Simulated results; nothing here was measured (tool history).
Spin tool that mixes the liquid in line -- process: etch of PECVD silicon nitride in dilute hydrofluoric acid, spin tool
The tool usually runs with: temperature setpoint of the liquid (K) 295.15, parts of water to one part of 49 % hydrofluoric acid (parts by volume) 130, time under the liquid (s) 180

run	hour	temperature setpoint of the liquid (K)	parts of water to one part of 49 % hydrofluoric acid (parts by volume)	time under the liquid (s)	read-back film thickness of the PECVD silicon nitride reference wafer, read on the same gauge (nm)	thickness taken off the PECVD silicon nitride on a monitor wafer (nm)
1	0	295.15	130	180	129.98	3.117
2	44.8	295.15	130	180	129.995	3.087
3	116.4	295.15	165	180	129.946	2.477
4	208.3	295.15	165	180	130.031	2.443
5	290.5	295.15	165	180	129.984	2.478
6	328.6	295.15	130	125	129.982	2.218
7	399.2	295.15	130	125	130.003	2.217
8	481.9	295.15	130	125	130.015	2.196
9	537.4	295.15	95	180	130.038	4.327
10	584.1	295.15	130	180	130.031	3.166
11	637.9	295.15	130	180	130.012	3.189
12	692.6	295.15	130	180	129.973	3.199
13	735	299.15	130	180	130	4.072
14	836.5	291.65	130	180	129.955	2.548
15	932.9	299.65	85	275	130.014	9.951
16	1027.3	297.15	130	225	129.99	4.617
# hour 1030.2: thermometer replaced
# hour 1069.5: gauge calibrated
17	1130.8	295.15	90	80	129.935	2.074
18	1227	297.15	180	105	129.99	1.564
# hour 1271.6: hydrofluoric acid flow meter replaced
19	1334.3	290.15	130	290	130.01	3.454
20	1422.6	295.15	160	180	129.97	2.474
21	1474.8	298.15	130	180	130.017	3.65
22	1545.7	295.15	130	180	129.988	3.016
23	1588.8	295.15	130	180	129.974	3.057
24	1759	292.65	155	180	129.975	2.174
25	1810.2	297.15	130	285	130.011	5.582
26	1908.4	292.15	130	75	129.99	1.063
27	1977.2	297.65	95	245	130.013	6.833
28	2026	295.15	130	180	129.981	3.135

Each row is a separate what-if for the run after 28, all from the same tool condition, not one after another. Results?
A	2026.5	291.15	130	180	?	?
B	2026.5	297.15	155	180	?	?
C	2026.5	298.15	175	90	?	?

run	read-back film thickness of the PECVD silicon nitride reference wafer, read on the same gauge (nm)	thickness taken off the PECVD silicon nitride on a monitor wafer (nm)
A	129.98	2.389
B	129.98	2.998
C	129.98	1.417
Take away the tool's hidden state, keep each run's random variation, and the runs would have read:
run	thickness taken off the PECVD silicon nitride on a monitor wafer (nm)
A	2.309
B	2.896
C	1.369
